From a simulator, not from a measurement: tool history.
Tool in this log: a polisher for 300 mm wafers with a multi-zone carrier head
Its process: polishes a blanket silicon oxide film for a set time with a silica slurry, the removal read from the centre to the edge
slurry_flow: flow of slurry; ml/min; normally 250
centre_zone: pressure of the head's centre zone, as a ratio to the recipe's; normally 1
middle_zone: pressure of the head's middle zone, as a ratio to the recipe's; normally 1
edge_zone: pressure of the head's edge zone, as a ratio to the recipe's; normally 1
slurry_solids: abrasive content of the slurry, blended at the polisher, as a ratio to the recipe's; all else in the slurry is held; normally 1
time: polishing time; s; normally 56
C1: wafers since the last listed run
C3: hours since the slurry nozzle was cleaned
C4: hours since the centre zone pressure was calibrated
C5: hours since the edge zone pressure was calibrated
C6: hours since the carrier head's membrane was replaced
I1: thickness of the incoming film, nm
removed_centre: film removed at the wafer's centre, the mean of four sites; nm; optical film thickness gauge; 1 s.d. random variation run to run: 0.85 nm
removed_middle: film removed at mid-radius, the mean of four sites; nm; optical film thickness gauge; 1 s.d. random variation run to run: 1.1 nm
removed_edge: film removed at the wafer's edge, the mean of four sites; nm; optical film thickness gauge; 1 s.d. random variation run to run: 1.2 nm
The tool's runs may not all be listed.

Run 1, hour 0: usual settings but edge_zone 0.97; C1 0; wafers polished on this pad 13; C3 316.2; C4 153.8; C5 555.2; C6 1610; I1 1256.7. Result: removed_centre 104.3 nm, removed_middle 102.8 nm, removed_edge 104 nm.
Run 2, hour 27.9: usual settings but slurry_flow 310 ml/min; C1 382; wafers polished on this pad 395; C3 344.1; C4 181.7; C5 583.1; C6 1637.9; I1 1221.9. Result: removed_centre 105.7 nm, removed_middle 105.5 nm, removed_edge 104.7 nm.
Run 3, hour 42.4: usual settings but slurry_flow 310 ml/min; C1 198; wafers polished on this pad 594; C3 358.6; C4 196.2; C5 597.6; C6 1652.4; I1 1222.5. Result: removed_centre 106.7 nm, removed_middle 104 nm, removed_edge 106.3 nm.
Run 4, hour 64.8: usual settings but slurry_flow 310 ml/min; C1 307; wafers polished on this pad 901; C3 381; C4 218.6; C5 620; C6 1674.8; I1 1259.6. Result: removed_centre 107.8 nm, removed_middle 102.7 nm, removed_edge 106.7 nm.
Run 5, hour 89.5: usual settings; C1 338; wafers polished on this pad 1240; C3 405.7; C4 243.3; C5 644.7; C6 1699.5; I1 1251.9. Result: removed_centre 107.3 nm, removed_middle 102.4 nm, removed_edge 105.3 nm.
At hour 107.2: worn pad replaced by a new one.
Run 6, hour 125.2: usual settings; C1 434; wafers polished on this pad 246; C3 441.4; C4 279; C5 680.4; C6 1735.2; I1 1218.7. Result: removed_centre 106.5 nm, removed_middle 102.8 nm, removed_edge 102 nm.
At hour 144.6: slurry nozzle cleaned.
Run 7, hour 151.4: usual settings; C1 345; wafers polished on this pad 592; C3 6.8; C4 305.2; C5 706.6; C6 1761.4; I1 1255.5. Result: removed_centre 107 nm, removed_middle 103 nm, removed_edge 105.6 nm.
Run 8, hour 167.5: usual settings but slurry_flow 230 ml/min, time 52 s; C1 220; wafers polished on this pad 813; C3 22.9; C4 321.3; C5 722.7; C6 1777.5; I1 1250.2. Result: removed_centre 99.7 nm, removed_middle 94.2 nm, removed_edge 98.1 nm.
At hour 206.4: centre zone pressure recalibrated.
Run 9, hour 230.7: usual settings but slurry_flow 230 ml/min, time 52 s; C1 839; wafers polished on this pad 1652; C3 86.1; C4 24.3; C5 785.9; C6 1840.7; I1 1249.6. Result: removed_centre 93.7 nm, removed_middle 95 nm, removed_edge 96.3 nm.
At hour 250: worn pad replaced by a new one.
Run 10, hour 264.9: usual settings but slurry_flow 195 ml/min, centre_zone 1.1, slurry_solids 0.7, time 49 s; C1 414; wafers polished on this pad 204; C3 120.3; C4 58.5; C5 820.1; C6 1874.9; I1 1225.8. Result: removed_centre 79.1 nm, removed_middle 72.5 nm, removed_edge 74.4 nm.
Run 11, hour 292.7: usual settings but slurry_flow 330 ml/min, edge_zone 0.9, slurry_solids 1.1; C1 381; wafers polished on this pad 585; C3 148.1; C4 86.3; C5 847.9; C6 1902.7; I1 1246.8. Result: removed_centre 110.2 nm, removed_middle 110 nm, removed_edge 107.9 nm.
Run 12, hour 313.8: usual settings but time 63 s; C1 289; wafers polished on this pad 875; C3 169.2; C4 107.4; C5 869; C6 1923.8; I1 1236.8. Result: removed_centre 116.7 nm, removed_middle 116.9 nm, removed_edge 116 nm.
At hour 330: carrier head's membrane replaced by a new one.
Run 13, hour 344.3: usual settings but slurry_flow 300 ml/min, centre_zone 1.04, middle_zone 1.07, time 47 s; C1 349; wafers polished on this pad 1224; C3 199.7; C4 137.9; C5 899.5; C6 14.3; I1 1262.7. Result: removed_centre 90.6 nm, removed_middle 92.3 nm, removed_edge 87.4 nm.
Run 14, hour 369.5: usual settings but centre_zone 1.11, time 71 s; C1 345; wafers polished on this pad 1570; C3 224.9; C4 163.1; C5 924.7; C6 39.5; I1 1262.3. Result: removed_centre 145.6 nm, removed_middle 131.3 nm, removed_edge 130.1 nm.
At hour 375.6: edge zone pressure recalibrated.
At hour 391.4: worn pad replaced by a new one.
Run 15, hour 400.7: usual settings; C1 345; wafers polished on this pad 127; C3 256.1; C4 194.3; C5 25.1; C6 70.7; I1 1235.6. Result: removed_centre 105 nm, removed_middle 103.3 nm, removed_edge 104.9 nm.
Run 16, hour 426.3: usual settings but slurry_flow 230 ml/min, time 52 s; C1 351; wafers polished on this pad 478; C3 281.7; C4 219.9; C5 50.7; C6 96.3; I1 1232. Result: removed_centre 96.8 nm, removed_middle 95.1 nm, removed_edge 98.3 nm.
Run 17, hour 459.5: usual settings; C1 455; wafers polished on this pad 933; C3 314.9; C4 253.1; C5 83.9; C6 129.5; I1 1238.8. Result: removed_centre 106.3 nm, removed_middle 103.2 nm, removed_edge 102.9 nm.
Run 18, hour 489.6: usual settings but edge_zone 1.04, time 62 s; C1 412; wafers polished on this pad 1346; C3 345; C4 283.2; C5 114; C6 159.6; I1 1246.8. Result: removed_centre 116.7 nm, removed_middle 114.1 nm, removed_edge 118.5 nm.
At hour 516.2: worn pad replaced by a new one.
Run 19, hour 537.8: usual settings; C1 606; wafers polished on this pad 296; C3 393.2; C4 331.4; C5 162.2; C6 207.8; I1 1243.4. Result: removed_centre 106.8 nm, removed_middle 103.9 nm, removed_edge 103.6 nm.
At hour 556.5: centre zone pressure recalibrated.
Run 20, hour 558.3: usual settings but slurry_flow 330 ml/min, centre_zone 0.97, middle_zone 0.92; C1 253; wafers polished on this pad 550; C3 413.7; C4 1.8; C5 182.7; C6 228.3; I1 1247. Result: removed_centre 100.9 nm, removed_middle 100.3 nm, removed_edge 107.6 nm.

Predict each of these 5 candidate next runs independently; none follows another, all start after run 20:
Run A, hour 558.7: usual settings but time 64 s; C1 5; wafers polished on this pad 555; C3 414.1; C4 2.2; C5 183.1; C6 228.7; I1 1225.7. Result: removed_centre ?, removed_middle ?, removed_edge ?.
Run B, hour 558.7: usual settings but slurry_flow 295 ml/min; C1 5; wafers polished on this pad 555; C3 414.1; C4 2.2; C5 183.1; C6 228.7; I1 1225.7. Result: removed_centre ?, removed_middle ?, removed_edge ?.
Run C, hour 558.7: usual settings but slurry_flow 190 ml/min, middle_zone 1.04, slurry_solids 1.3, time 43 s; C1 5; wafers polished on this pad 555; C3 414.1; C4 2.2; C5 183.1; C6 228.7; I1 1225.7. Result: removed_centre ?, removed_middle ?, removed_edge ?.
Run D, hour 558.7: usual settings but middle_zone 1.05, edge_zone 1.11; C1 5; wafers polished on this pad 555; C3 414.1; C4 2.2; C5 183.1; C6 228.7; I1 1225.7. Result: removed_centre ?, removed_middle ?, removed_edge ?.
Run E, hour 558.7: usual settings but middle_zone 1.12, edge_zone 0.91, slurry_solids 1.25, time 68 s; C1 5; wafers polished on this pad 555; C3 414.1; C4 2.2; C5 183.1; C6 228.7; I1 1225.7. Result: removed_centre ?, removed_middle ?, removed_edge ?.

run  removed_centre  removed_middle  removed_edge
  A             117             118         119.5
  B             104           104.7         105.7
  C            86.1            89.1          88.7
  D           102.4           106.4         109.4
  E           137.9           149.1         135.2
With the hidden condition removed and each run's random variation left untouched, the same runs would have given:
run  removed_centre  removed_middle  removed_edge
  A           117.3             118         119.5
  B           104.3           104.7         105.7
  C            86.3            89.1          88.7
  D           102.7           106.4         109.4
  E           138.3           149.1         135.2
